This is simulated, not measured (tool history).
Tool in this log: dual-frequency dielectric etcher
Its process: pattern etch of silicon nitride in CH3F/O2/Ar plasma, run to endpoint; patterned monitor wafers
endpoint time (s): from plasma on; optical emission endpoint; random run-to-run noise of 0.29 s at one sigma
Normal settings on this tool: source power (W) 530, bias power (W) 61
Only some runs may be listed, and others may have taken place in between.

| run | hour | source power (W) | bias power (W) | incoming incoming film thickness, nm | endpoint time (s) |
|---|---|---|---|---|---|
| 1 | 0.0 | 530 | 61 | 26.02 | 35.3 |
| 2 | 63.8 | 530 | 61 | 26.22 | 35.3 |
|  | 122.9 | wet clean of the chamber |
| 3 | 123.4 | 530 | 61 | 25.86 | 36.4 |
| 4 | 153.3 | 580 | 61 | 26.33 | 35.6 |
| 5 | 223.0 | 580 | 61 | 25.97 | 34.3 |
| 6 | 288.9 | 450 | 65 | 25.91 | 37.1 |
| 7 | 330.8 | 570 | 61 | 26.01 | 34.9 |
| 8 | 418.1 | 530 | 61 | 26.05 | 35.6 |
| 9 | 446.1 | 530 | 61 | 25.83 | 35.1 |
| 10 | 478.6 | 530 | 61 | 25.70 | 34.8 |
| 11 | 508.7 | 530 | 61 | 25.76 | 35.1 |
| 12 | 539.6 | 600 | 61 | 26.02 | 33.3 |
| 13 | 575.6 | 600 | 61 | 25.99 | 33.4 |
|  | 624.3 | wet clean of the chamber |
| 14 | 625.9 | 530 | 61 | 25.69 | 36.0 |
| 15 | 671.1 | 530 | 61 | 25.89 | 36.1 |
| 16 | 714.5 | 530 | 61 | 26.08 | 35.8 |
| 17 | 747.9 | 530 | 61 | 25.73 | 35.1 |
| 18 | 787.4 | 530 | 61 | 25.94 | 36.0 |
| 19 | 837.2 | 630 | 61 | 25.88 | 32.9 |
|  | 853.0 | bias power generator calibrated |
| 20 | 904.3 | 420 | 50 | 25.77 | 42.1 |
|  | 933.7 | source power generator calibrated |
| 21 | 955.8 | 430 | 49 | 25.70 | 41.9 |
| 22 | 1008.8 | 440 | 71 | 25.94 | 35.1 |
|  | 1041.6 | wet clean of the chamber |
| 23 | 1066.9 | 570 | 61 | 25.84 | 35.8 |
|  | 1115.8 | upper electrode replaced |
| 24 | 1116.3 | 530 | 61 | 25.97 | 36.3 |
| 25 | 1144.0 | 610 | 61 | 25.92 | 34.4 |
| 26 | 1200.4 | 480 | 68 | 25.95 | 35.9 |
| 27 | 1269.3 | 640 | 52 | 25.80 | 36.0 |
| 28 | 1313.2 | 530 | 61 | 25.72 | 35.2 |
| 29 | 1363.2 | 460 | 61 | 26.05 | 37.7 |
| 30 | 1404.4 | 600 | 48 | 25.90 | 37.2 |
| 31 | 1451.6 | 450 | 65 | 25.78 | 35.9 |
|  | 1495.2 | wet clean of the chamber |
| 32 | 1545.7 | 530 | 61 | 25.89 | 36.6 |
| 33 | 1577.8 | 530 | 61 | 26.01 | 36.7 |
| 34 | 1631.5 | 440 | 61 | 26.01 | 39.3 |

Same runs, no hidden state in the tool, same run-to-run variation:
What the log doesn't record here: etch rate over this chamber's usual, %; source power that arrives over what is set, %; bias power that arrives over what is set, %.
| run | endpoint time (s) |
|---|---|
| 1 | 36.6 |
| 2 | 37.0 |
| 3 | 36.5 |
| 4 | 35.9 |
| 5 | 34.7 |
| 6 | 37.9 |
| 7 | 35.8 |
| 8 | 36.9 |
| 9 | 36.4 |
| 10 | 36.2 |
| 11 | 36.7 |
| 12 | 35.0 |
| 13 | 35.2 |
| 14 | 36.4 |
| 15 | 36.7 |
| 16 | 36.6 |
| 17 | 36.0 |
| 18 | 37.1 |
| 19 | 34.0 |
| 20 | 43.9 |
| 21 | 43.9 |
| 22 | 37.0 |
| 23 | 35.8 |
| 24 | 36.5 |
| 25 | 34.8 |
| 26 | 36.5 |
| 27 | 36.8 |
| 28 | 36.2 |
| 29 | 39.0 |
| 30 | 38.7 |
| 31 | 37.5 |
| 32 | 36.8 |
| 33 | 37.0 |
| 34 | 39.9 |
